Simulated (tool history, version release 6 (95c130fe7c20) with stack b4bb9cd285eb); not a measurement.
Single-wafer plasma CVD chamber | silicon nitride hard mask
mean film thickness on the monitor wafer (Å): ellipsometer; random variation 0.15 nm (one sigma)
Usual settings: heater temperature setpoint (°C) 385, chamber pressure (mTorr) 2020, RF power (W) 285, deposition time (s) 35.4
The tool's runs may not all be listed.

run,hour,heater temperature setpoint (°C),chamber pressure (mTorr),RF power (W),deposition time (s),"read-back reference wafer on the same gauge, thickness_nm",mean film thickness on the monitor wafer (Å)
1,0.0,385,2020,285,35.4,37.474,421.08
2,70.2,385,2020,285,35.4,37.487,419.58
3,99.3,385,2020,285,35.4,37.478,419.45
4,166.6,385,2020,285,35.4,37.481,416.90
# hour 212.3: RF generator calibrated
5,212.8,385,2020,285,35.4,37.538,420.02
6,243.1,385,2020,285,35.4,37.484,417.63
7,298.9,385,2020,285,35.4,37.544,421.07
8,348.0,385,2020,285,29.8,37.491,351.89
9,375.7,385,2020,285,35.4,37.513,417.91
10,411.7,378,2260,285,35.4,37.451,436.44
11,482.4,385,1590,285,41.9,37.474,451.09
12,546.0,373,1620,335,38.4,37.442,445.52
# hour 612.2: gauge calibrated
13,614.0,375,2220,260,38.3,37.483,446.07
# hour 629.3: capacitance manometer re-zeroed and calibrated
14,640.0,379,2410,285,35.4,37.495,465.28
15,669.8,385,2020,285,35.4,37.519,435.03
16,705.6,393,2020,285,35.4,37.510,434.41
17,763.0,385,2020,300,30.6,37.487,384.38
18,815.8,385,2020,285,29.1,37.535,359.23
19,846.4,385,1520,285,35.4,37.448,393.85
# hour 861.0: showerhead replaced
# hour 995.9: thermocouple changed; heater temperature recalibrated
20,1037.5,385,2020,230,35.4,37.499,398.63
# hour 1063.3: capacitance manometer re-zeroed and calibrated, repeated, since the last time left the tool worse
21,1100.8,385,2020,260,32.2,37.520,372.15
22,1126.9,376,2260,285,35.4,37.511,441.55
23,1188.1,373,1810,315,42.0,37.468,506.75
24,1240.9,385,2020,285,35.4,37.447,426.47
25,1310.2,400,1730,285,35.4,37.494,401.23
26,1372.8,392,2020,260,35.4,37.550,406.87
27,1423.1,395,2460,270,39.3,37.478,487.08

5 ways to go on from here, each from the tool as it stands after run 27. What would each give?
A,1423.5,385,1610,285,35.4,?,?
B,1423.5,399,2430,245,41.1,?,?
C,1423.5,385,1850,285,35.4,?,?
D,1423.5,370,2480,285,37.6,?,?
E,1423.5,390,2020,285,35.4,?,?

run,"read-back reference wafer on the same gauge, thickness_nm",mean film thickness on the monitor wafer (Å)
A,37.509,391.45
B,37.509,488.94
C,37.509,412.97
D,37.509,485.25
E,37.509,425.08
Without the tool's hidden state the same runs would have given:
run,mean film thickness on the monitor wafer (Å)
A,391.81
B,489.27
C,413.33
D,485.58
E,425.42

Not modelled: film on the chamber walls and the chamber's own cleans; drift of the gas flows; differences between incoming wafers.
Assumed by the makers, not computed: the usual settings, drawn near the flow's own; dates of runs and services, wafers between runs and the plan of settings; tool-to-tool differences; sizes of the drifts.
